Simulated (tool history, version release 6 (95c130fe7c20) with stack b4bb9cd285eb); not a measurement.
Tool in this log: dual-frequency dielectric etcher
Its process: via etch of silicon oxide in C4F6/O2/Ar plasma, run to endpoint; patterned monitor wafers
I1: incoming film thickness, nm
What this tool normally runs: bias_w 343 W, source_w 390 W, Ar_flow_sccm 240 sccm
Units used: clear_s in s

Run 1, day 0.000: usual settings; I1 107.0. Result: clear_s 29.9 s.
Run 2, day 0.408: usual settings but Ar_flow_sccm 196 sccm; I1 107.3. Result: clear_s 29.5 s.
Run 3, day 1.025: usual settings but Ar_flow_sccm 196 sccm; I1 107.8. Result: clear_s 29.7 s.
Run 4, day 1.608: usual settings but Ar_flow_sccm 196 sccm; I1 106.7. Result: clear_s 29.5 s.
At day 2.617: wet clean of the chamber.
At day 3.088: upper electrode replaced.
Run 5, day 3.108: usual settings but bias_w 384 W; I1 107.2. Result: clear_s 26.9 s.
Run 6, day 3.121: usual settings but bias_w 384 W; I1 107.6. Result: clear_s 27.0 s.
Run 7, day 3.138: usual settings but bias_w 384 W; I1 106.9. Result: clear_s 26.8 s.
Run 8, day 3.400: usual settings; I1 108.4. Result: clear_s 29.0 s.
Run 9, day 3.700: usual settings; I1 107.0. Result: clear_s 28.4 s.
Run 10, day 4.071: usual settings but bias_w 289 W; I1 107.5. Result: clear_s 31.2 s.
Run 11, day 4.617: usual settings; I1 108.1. Result: clear_s 28.4 s.
Run 12, day 5.117: usual settings; I1 107.9. Result: clear_s 29.0 s.
Run 13, day 5.462: usual settings but bias_w 267 W, source_w 450 W, Ar_flow_sccm 278 sccm; I1 108.0. Result: clear_s 31.1 s.
Run 14, day 5.892: usual settings but Ar_flow_sccm 198 sccm; I1 108.4. Result: clear_s 28.1 s.
Run 15, day 6.454: usual settings but bias_w 285 W, source_w 460 W; I1 108.1. Result: clear_s 29.3 s.
Run 16, day 6.833: usual settings; I1 108.3. Result: clear_s 29.2 s.
Run 17, day 7.225: usual settings but bias_w 376 W, source_w 430 W, Ar_flow_sccm 256 sccm; I1 108.1. Result: clear_s 26.8 s.
Run 18, day 7.912: usual settings; I1 108.2. Result: clear_s 28.9 s.
At day 8.829: Ar flow controller replaced.
At day 8.933: bias power generator calibrated.
Run 19, day 9.004: usual settings but source_w 340 W, Ar_flow_sccm 277 sccm; I1 108.1. Result: clear_s 30.8 s.
At day 9.792: source power generator calibrated.
Run 20, day 9.812: usual settings but bias_w 399 W, source_w 420 W; I1 108.4. Result: clear_s 26.4 s.
Run 21, day 10.058: usual settings but bias_w 398 W, source_w 420 W; I1 107.8. Result: clear_s 26.4 s.
Run 22, day 10.508: usual settings but bias_w 405 W, source_w 300 W, Ar_flow_sccm 201 sccm; I1 106.9. Result: clear_s 28.1 s.
Run 23, day 10.962: usual settings but bias_w 411 W, source_w 350 W, Ar_flow_sccm 260 sccm; I1 106.5. Result: clear_s 27.5 s.
Run 24, day 11.300: usual settings but bias_w 279 W, Ar_flow_sccm 272 sccm; I1 107.3. Result: clear_s 32.0 s.
Run 25, day 11.779: usual settings but bias_w 405 W, source_w 330 W; I1 105.7. Result: clear_s 27.9 s.
Run 26, day 12.483: usual settings but Ar_flow_sccm 183 sccm; I1 107.5. Result: clear_s 27.5 s.
Run 27, day 12.988: usual settings; I1 106.6. Result: clear_s 28.6 s.
Run 28, day 13.375: usual settings but bias_w 284 W, source_w 440 W, Ar_flow_sccm 190 sccm; I1 107.7. Result: clear_s 29.5 s.
Run 29, day 14.008: usual settings but bias_w 292 W, source_w 320 W; I1 108.1. Result: clear_s 33.9 s.

Results for each run, recomputed without the tool's hidden state and with each run's random variation untouched:
Hidden state present: etch rate over this chamber's usual, %; bias power that arrives over what is set, %; source power that arrives over what is set, %; Ar flow that arrives over what is set, %.
run  clear_s
  1     28.2
  2     27.8
  3     27.9
  4     27.7
  5     27.0
  6     27.1
  7     26.9
  8     29.1
  9     28.4
 10     31.2
 11     28.4
 12     29.0
 13     31.1
 14     28.1
 15     29.2
 16     29.1
 17     26.7
 18     28.7
 19     30.6
 20     26.1
 21     26.1
 22     27.8
 23     27.2
 24     31.6
 25     27.5
 26     27.1
 27     28.1
 28     29.0
 29     33.2

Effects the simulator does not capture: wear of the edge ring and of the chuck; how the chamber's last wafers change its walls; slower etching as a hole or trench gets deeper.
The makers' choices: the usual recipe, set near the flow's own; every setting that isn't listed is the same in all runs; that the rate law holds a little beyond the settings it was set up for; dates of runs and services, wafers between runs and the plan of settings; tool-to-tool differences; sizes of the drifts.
